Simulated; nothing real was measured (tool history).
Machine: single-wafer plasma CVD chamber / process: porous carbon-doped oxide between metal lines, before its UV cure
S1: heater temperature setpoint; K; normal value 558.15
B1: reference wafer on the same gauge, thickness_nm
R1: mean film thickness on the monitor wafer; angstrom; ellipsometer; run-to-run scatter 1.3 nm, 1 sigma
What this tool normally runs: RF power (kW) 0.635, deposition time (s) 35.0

Run 1, hour 0.0: usual settings but deposition time (s) 30.9; B1 265.130. Result: R1 2100.78 angstrom.
Run 2, hour 33.0: usual settings; B1 264.993. Result: R1 2342.84 angstrom.
Run 3, hour 66.3: usual settings; B1 265.049. Result: R1 2359.53 angstrom.
Run 4, hour 106.5: usual settings; B1 264.823. Result: R1 2351.32 angstrom.
Run 5, hour 157.4: usual settings; B1 265.241. Result: R1 2339.02 angstrom.
Run 6, hour 229.4: usual settings; B1 264.881. Result: R1 2341.34 angstrom.
At hour 383.8: RF generator calibrated.
Run 7, hour 387.0: usual settings; B1 264.974. Result: R1 2454.45 angstrom.
At hour 405.9: gauge calibrated.
Run 8, hour 453.3: usual settings; B1 264.977. Result: R1 2430.99 angstrom.
Run 9, hour 479.9: usual settings but S1 549.15 K; B1 265.067. Result: R1 2601.30 angstrom.
At hour 501.3: thermocouple changed; heater temperature recalibrated.
Run 10, hour 507.4: usual settings but S1 549.15 K; B1 264.660. Result: R1 2577.23 angstrom.
Run 11, hour 554.5: usual settings but RF power (kW) 0.535, deposition time (s) 39.6; B1 264.764. Result: R1 2503.65 angstrom.
Run 12, hour 595.9: usual settings but RF power (kW) 0.535, deposition time (s) 39.6; B1 265.095. Result: R1 2498.04 angstrom.
Run 13, hour 641.3: usual settings but S1 549.15 K, RF power (kW) 0.695; B1 264.993. Result: R1 2704.44 angstrom.
Run 14, hour 707.2: usual settings but S1 549.15 K; B1 265.166. Result: R1 2579.32 angstrom.
Run 15, hour 748.8: usual settings but S1 550.15 K, deposition time (s) 39.1; B1 265.055. Result: R1 2836.39 angstrom.
At hour 788.0: showerhead replaced, of another model than before.
Run 16, hour 788.5: usual settings but S1 572.15 K, RF power (kW) 0.725, deposition time (s) 29.1; B1 265.024. Result: R1 1927.72 angstrom.
Run 17, hour 820.9: usual settings but S1 553.15 K, RF power (kW) 0.740; B1 265.161. Result: R1 2638.03 angstrom.
Run 18, hour 881.6: usual settings but S1 544.15 K, RF power (kW) 0.710; B1 265.055. Result: R1 2805.01 angstrom.
Run 19, hour 938.9: usual settings but RF power (kW) 0.735, deposition time (s) 29.3; B1 265.020. Result: R1 2108.36 angstrom.
Run 20, hour 992.6: usual settings but RF power (kW) 0.735, deposition time (s) 41.4; B1 265.170. Result: R1 2980.47 angstrom.
Run 21, hour 1026.0: usual settings but RF power (kW) 0.735, deposition time (s) 41.4; B1 264.892. Result: R1 2993.51 angstrom.
Run 22, hour 1067.8: usual settings; B1 265.003. Result: R1 2419.34 angstrom.
Run 23, hour 1122.2: usual settings; B1 265.174. Result: R1 2422.50 angstrom.
Run 24, hour 1148.3: usual settings but S1 551.15 K; B1 264.986. Result: R1 2552.07 angstrom.

Measured result minus the same run's result without the hidden state. Both carry the same run-to-run variation, though not necessarily the same gauge scatter:
What the log doesn't record here: wafer temperature above the value expected at the setpoint (K); delivered RF power above the setpoint (%); gauge reads high (%).
run       R1
  1   -83.63
  2   -95.06
  3   -97.56
  4   -99.42
  5  -101.67
  6  -105.71
  7   -13.66
  8   -16.96
  9   -19.63
 10   -20.96
 11   -22.94
 12   -25.15
 13   -29.31
 14   -32.06
 15   -37.80
 16   -16.21
 17   -23.28
 18   -26.93
 19   -21.79
 20   -32.86
 21   -34.29
 22   -29.48
 23   -31.24
 24   -33.79

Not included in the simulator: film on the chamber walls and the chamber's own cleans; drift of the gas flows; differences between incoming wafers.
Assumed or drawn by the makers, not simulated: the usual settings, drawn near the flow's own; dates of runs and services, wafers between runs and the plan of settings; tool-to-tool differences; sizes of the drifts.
